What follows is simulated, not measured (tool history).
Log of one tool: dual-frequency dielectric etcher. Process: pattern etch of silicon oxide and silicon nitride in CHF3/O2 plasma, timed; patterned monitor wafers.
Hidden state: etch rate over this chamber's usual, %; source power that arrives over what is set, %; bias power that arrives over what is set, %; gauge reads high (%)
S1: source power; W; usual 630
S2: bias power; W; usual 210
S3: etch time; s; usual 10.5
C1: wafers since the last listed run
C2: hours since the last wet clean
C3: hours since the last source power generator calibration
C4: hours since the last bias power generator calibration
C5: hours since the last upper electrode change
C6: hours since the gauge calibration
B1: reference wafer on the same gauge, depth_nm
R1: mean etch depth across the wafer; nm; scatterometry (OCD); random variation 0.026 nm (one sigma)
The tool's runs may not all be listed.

run,hour,S1,S2,S3,C1,C2,C3,C4,C5,C6,B1,R1
1,0.0,630,210,10.5,0,385.8,2787.5,4414.9,3152.7,190.8,15.40,16.90
2,17.4,630,210,10.5,366,403.2,2804.9,4432.3,3170.1,208.2,15.41,16.84
3,40.2,630,210,10.5,480,426.0,2827.7,4455.1,3192.9,231.0,15.40,16.85
4,52.7,630,210,10.5,263,438.5,2840.2,4467.6,3205.4,243.5,15.40,16.87
5,67.8,630,210,10.5,318,453.6,2855.3,4482.7,3220.5,258.6,15.40,16.80
6,79.9,630,210,10.5,254,465.7,2867.4,4494.8,3232.6,270.7,15.40,16.84
7,96.0,630,210,10.5,339,481.8,2883.5,4510.9,3248.7,286.8,15.40,16.82
8,107.5,630,184,10.5,242,493.3,2895.0,4522.4,3260.2,298.3,15.41,15.61
# hour 137.8: wet clean of the chamber
9,138.3,630,184,10.5,143,0.5,2925.8,4553.2,3291.0,329.1,15.40,15.87
10,138.6,630,184,10.5,6,0.8,2926.1,4553.5,3291.3,329.4,15.40,15.89
# hour 145.7: gauge calibrated
11,147.0,690,210,10.5,177,9.2,2934.5,4561.9,3299.7,1.3,15.40,17.87
12,161.2,550,225,12.0,299,23.4,2948.7,4576.1,3313.9,15.5,15.40,18.84
13,172.3,680,181,10.5,233,34.5,2959.8,4587.2,3325.0,26.6,15.39,16.36
# hour 186.2: source power generator calibrated
# hour 197.4: bias power generator calibrated
# hour 200.0: upper electrode replaced
14,200.5,630,210,13.0,371,62.7,14.3,3.1,0.5,54.8,15.39,21.06
15,216.9,630,169,9.5,345,79.1,30.7,19.5,16.9,71.2,15.40,13.66
16,234.8,790,254,10.5,377,97.0,48.6,37.4,34.8,89.1,15.41,21.01
17,246.3,540,210,10.5,242,108.5,60.1,48.9,46.3,100.6,15.41,15.68
18,255.0,630,210,10.5,183,117.2,68.8,57.6,55.0,109.3,15.40,17.00
19,261.4,630,210,10.5,134,123.6,75.2,64.0,61.4,115.7,15.40,17.01
20,271.0,630,229,10.5,202,133.2,84.8,73.6,71.0,125.3,15.40,17.80
21,285.6,690,210,11.5,307,147.8,99.4,88.2,85.6,139.9,15.40,19.53
22,298.5,530,242,11.5,271,160.7,112.3,101.1,98.5,152.8,15.40,18.32
23,308.2,540,248,9.0,204,170.4,122.0,110.8,108.2,162.5,15.40,14.68

What the log doesn't show, run by run:
source power that arrives over what is set, %: 0 in every run
bias power that arrives over what is set, %: 0 in every run
gauge reads high (%): 0 in every run
H1: etch rate over this chamber's usual, %
run,H1
1,-1.29
2,-1.35
3,-1.43
4,-1.47
5,-1.52
6,-1.56
7,-1.61
8,-1.65
9,-0.156
10,-0.157
11,-0.185
12,-0.233
13,-0.27
14,-0.365
15,-0.42
16,-0.48
17,-0.519
18,-0.548
19,-0.57
20,-0.602
21,-0.651
22,-0.695
23,-0.728
